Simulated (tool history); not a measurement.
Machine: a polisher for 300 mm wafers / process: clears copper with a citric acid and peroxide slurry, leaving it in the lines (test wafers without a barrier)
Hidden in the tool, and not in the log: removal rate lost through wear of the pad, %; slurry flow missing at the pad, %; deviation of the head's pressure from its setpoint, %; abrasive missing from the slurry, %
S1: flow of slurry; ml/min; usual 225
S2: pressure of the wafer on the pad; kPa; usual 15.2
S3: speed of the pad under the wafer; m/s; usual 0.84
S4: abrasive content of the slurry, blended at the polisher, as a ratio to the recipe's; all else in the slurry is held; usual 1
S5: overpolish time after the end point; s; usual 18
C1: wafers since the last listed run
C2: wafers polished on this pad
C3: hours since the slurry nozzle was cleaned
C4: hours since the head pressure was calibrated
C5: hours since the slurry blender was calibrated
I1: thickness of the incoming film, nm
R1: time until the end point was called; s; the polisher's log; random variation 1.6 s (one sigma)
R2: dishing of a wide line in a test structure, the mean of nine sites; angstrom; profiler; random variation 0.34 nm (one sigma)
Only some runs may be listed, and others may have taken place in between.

Run 1, hour 0: usual settings; C1 0; C2 1014; C3 186.8; C4 86.7; C5 183.4; I1 108. Result: R1 77 s, R2 153 angstrom.
Run 2, hour 32.3: usual settings; C1 237; C2 1251; C3 219.1; C4 119; C5 215.7; I1 110.5. Result: R1 80.4 s, R2 153 angstrom.
Run 3, hour 56.6: usual settings; C1 178; C2 1430; C3 243.4; C4 143.3; C5 240; I1 111. Result: R1 79.2 s, R2 156 angstrom.
Run 4, hour 96.6: usual settings but S1 185 ml/min, S3 0.98 m/s; C1 294; C2 1725; C3 283.4; C4 183.3; C5 280; I1 109.2. Result: R1 67.8 s, R2 174 angstrom.
Run 5, hour 161.6: usual settings but S1 185 ml/min, S3 0.98 m/s; C1 478; C2 2203; C3 348.4; C4 248.3; C5 345; I1 109.1. Result: R1 67.9 s, R2 178 angstrom.
At hour 164.9: slurry blender recalibrated.
At hour 192.3: worn pad replaced by a new one.
Run 6, hour 230.8: usual settings but S1 185 ml/min, S3 0.98 m/s; C1 465; C2 283; C3 417.6; C4 317.5; C5 65.9; I1 110.1. Result: R1 68.8 s, R2 175 angstrom.
Run 7, hour 282.2: usual settings; C1 378; C2 662; C3 469; C4 368.9; C5 117.3; I1 108.1. Result: R1 74.6 s, R2 166 angstrom.
At hour 322: slurry nozzle cleaned.
Run 8, hour 483.8: usual settings but S1 200 ml/min; C1 1476; C2 2138; C3 161.8; C4 570.5; C5 318.9; I1 109.5. Result: R1 78.5 s, R2 160 angstrom.
At hour 532.6: slurry blender recalibrated.
Run 9, hour 545.6: usual settings but S2 19.3 kPa, S3 0.72 m/s; C1 440; C2 2578; C3 223.6; C4 632.3; C5 13; I1 109.3. Result: R1 69.3 s, R2 164 angstrom.
At hour 559.6: worn pad replaced by a new one.
Run 10, hour 587.2: usual settings but S1 245 ml/min, S5 14 s; C1 276; C2 202; C3 265.2; C4 673.9; C5 54.6; I1 110.4. Result: R1 73.3 s, R2 134 angstrom.
Run 11, hour 648.8: usual settings but S1 245 ml/min, S5 14 s; C1 453; C2 656; C3 326.8; C4 735.5; C5 116.2; I1 110.2. Result: R1 75.4 s, R2 135 angstrom.
At hour 723.4: slurry nozzle cleaned.
Run 12, hour 847.8: usual settings; C1 1457; C2 2113; C3 124.4; C4 934.5; C5 315.2; I1 110. Result: R1 72.2 s, R2 167 angstrom.
At hour 873.5: worn pad replaced by a new one.
At hour 905.1: slurry blender recalibrated.
Run 13, hour 911.1: usual settings but S1 250 ml/min, S3 0.98 m/s, S4 0.85; C1 421; C2 262; C3 187.7; C4 997.8; C5 6; I1 109.3. Result: R1 62.3 s, R2 179 angstrom.
Run 14, hour 964.6: usual settings; C1 393; C2 656; C3 241.2; C4 1051.3; C5 59.5; I1 110.5. Result: R1 74.6 s, R2 168 angstrom.
At hour 1002.3: head pressure recalibrated.
Run 15, hour 1010.9: usual settings but S1 190 ml/min, S3 0.68 m/s; C1 326; C2 982; C3 287.5; C4 8.6; C5 105.8; I1 111. Result: R1 98.1 s, R2 128 angstrom.
Run 16, hour 1059.8: usual settings but S4 1.1, S5 21 s; C1 359; C2 1342; C3 336.4; C4 57.5; C5 154.7; I1 110.2. Result: R1 72.6 s, R2 190 angstrom.
At hour 1162.2: worn pad replaced by a new one.
At hour 1185: slurry nozzle cleaned.
Run 17, hour 1204.1: usual settings but S1 300 ml/min, S2 20.7 kPa, S3 0.58 m/s, S5 29 s; C1 1025; C2 300; C3 19.1; C4 201.8; C5 299; I1 109.4. Result: R1 79.4 s, R2 236 angstrom.
At hour 1215.5: slurry blender recalibrated.
Run 18, hour 1296.8: usual settings but S2 13.1 kPa, S3 0.64 m/s; C1 667; C2 968; C3 111.8; C4 294.5; C5 81.3; I1 108.7. Result: R1 106.6 s, R2 110 angstrom.
Run 19, hour 1345.6: usual settings but S1 300 ml/min, S4 1.25; C1 359; C2 1327; C3 160.6; C4 343.3; C5 130.1; I1 112.5. Result: R1 68.1 s, R2 171 angstrom.
Run 20, hour 1372.1: usual settings but S3 0.6 m/s, S5 11 s; C1 195; C2 1522; C3 187.1; C4 369.8; C5 156.6; I1 109.8. Result: R1 107 s, R2 78 angstrom.
Run 21, hour 1431: usual settings but S1 250 ml/min, S3 0.98 m/s, S4 0.85; C1 433; C2 1956; C3 246; C4 428.7; C5 215.5; I1 108.4. Result: R1 66.2 s, R2 180 angstrom.
At hour 1453.1: worn pad replaced by a new one.
Run 22, hour 1487.3: usual settings but S4 0.9, S5 23 s; C1 384; C2 251; C3 302.3; C4 485; C5 271.8; I1 109.6. Result: R1 75.9 s, R2 204 angstrom.
Run 23, hour 1535.6: usual settings but S1 270 ml/min; C1 355; C2 607; C3 350.6; C4 533.3; C5 320.1; I1 110.6. Result: R1 73.2 s, R2 167 angstrom.
At hour 1583.3: slurry blender recalibrated.
Run 24, hour 1615.3: usual settings but S1 175 ml/min, S4 1.1, S5 24 s; C1 571; C2 1179; C3 430.3; C4 613; C5 32; I1 108.9. Result: R1 72.4 s, R2 214 angstrom.

4 options for the next run, each taken on its own from the tool as it stands now. Forecast them:
Run A, hour 1615.8: usual settings but S3 1.08 m/s; C1 3; C2 1182; C3 430.8; C4 613.5; C5 32.5; I1 110.5. Result: R1 ?, R2 ?.
Run B, hour 1615.8: usual settings but S1 280 ml/min, S2 10.3 kPa, S5 15 s; C1 3; C2 1182; C3 430.8; C4 613.5; C5 32.5; I1 110.5. Result: R1 ?, R2 ?.
Run C, hour 1615.8: usual settings but S3 1.08 m/s, S5 24 s; C1 3; C2 1182; C3 430.8; C4 613.5; C5 32.5; I1 110.5. Result: R1 ?, R2 ?.
Run D, hour 1615.8: usual settings but S5 9 s; C1 3; C2 1182; C3 430.8; C4 613.5; C5 32.5; I1 110.5. Result: R1 ?, R2 ?.

run     R1   R2
  A   57.8  200
  B  101.5  103
  C   57.8  253
  D   73.7   86
With the hidden condition removed and each run's random variation left untouched, the same runs would have given:
run    R1   R2
  A  62.1  187
  B   109   96
  C  62.1  238
  D  79.2   81
